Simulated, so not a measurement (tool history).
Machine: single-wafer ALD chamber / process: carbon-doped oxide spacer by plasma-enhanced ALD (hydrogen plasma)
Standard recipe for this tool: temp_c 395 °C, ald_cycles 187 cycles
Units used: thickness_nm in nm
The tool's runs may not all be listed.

run,hour,temp_c,ald_cycles,wafers since the last listed run,hours since the last thermocouple change,hours since the gauge calibration,"read-back reference wafer on the same gauge, thickness_nm",thickness_nm
1,0,395,187,0,514.5,1.7,10.175,8.749
2,27.1,395,187,47,541.6,28.8,10.2,8.767
3,54.8,395,187,48,569.3,56.5,10.216,8.775
4,69.7,391,187,26,584.2,71.4,10.223,8.792
5,100.5,391,187,54,615,102.2,10.238,8.773
6,165.1,391,187,113,679.6,166.8,10.253,8.826
7,199.4,395,187,60,713.9,201.1,10.267,8.817
8,223.2,395,187,41,737.7,224.9,10.273,8.818
9,241.4,404,159,31,755.9,243.1,10.265,7.464
10,273.7,395,187,56,788.2,275.4,10.272,8.861
11,307.2,387,155,58,821.7,308.9,10.266,7.322
12,325.2,403,217,31,839.7,326.9,10.274,10.207
13,356.2,395,209,54,870.7,357.9,10.268,9.856
# hour 369.2: gauge calibrated
14,390.5,395,187,60,905,21.3,10.177,8.744
# hour 409: thermocouple changed; heater temperature recalibrated
15,414.5,395,187,28,5.5,45.3,10.197,8.786
16,459,395,155,78,50,89.8,10.221,7.301
17,494.5,390,187,62,85.5,125.3,10.239,8.806
18,517,410,197,39,108,147.8,10.244,9.049
19,547.5,383,223,53,138.5,178.3,10.256,10.494
20,572.7,395,187,44,163.7,203.5,10.255,8.81
21,605.6,395,155,57,196.6,236.4,10.272,7.323

The logged runs with the hidden state left out (each run's random variation unchanged):
Hidden state at play: wafer temperature above the value expected at the setpoint (K); gauge reads high (%).
run,thickness_nm
1,8.755
2,8.753
3,8.746
4,8.756
5,8.724
6,8.761
7,8.746
8,8.745
9,7.4
10,8.783
11,7.256
12,10.113
13,9.764
14,8.739
15,8.767
16,7.268
17,8.755
18,8.991
19,10.419
20,8.743
21,7.264
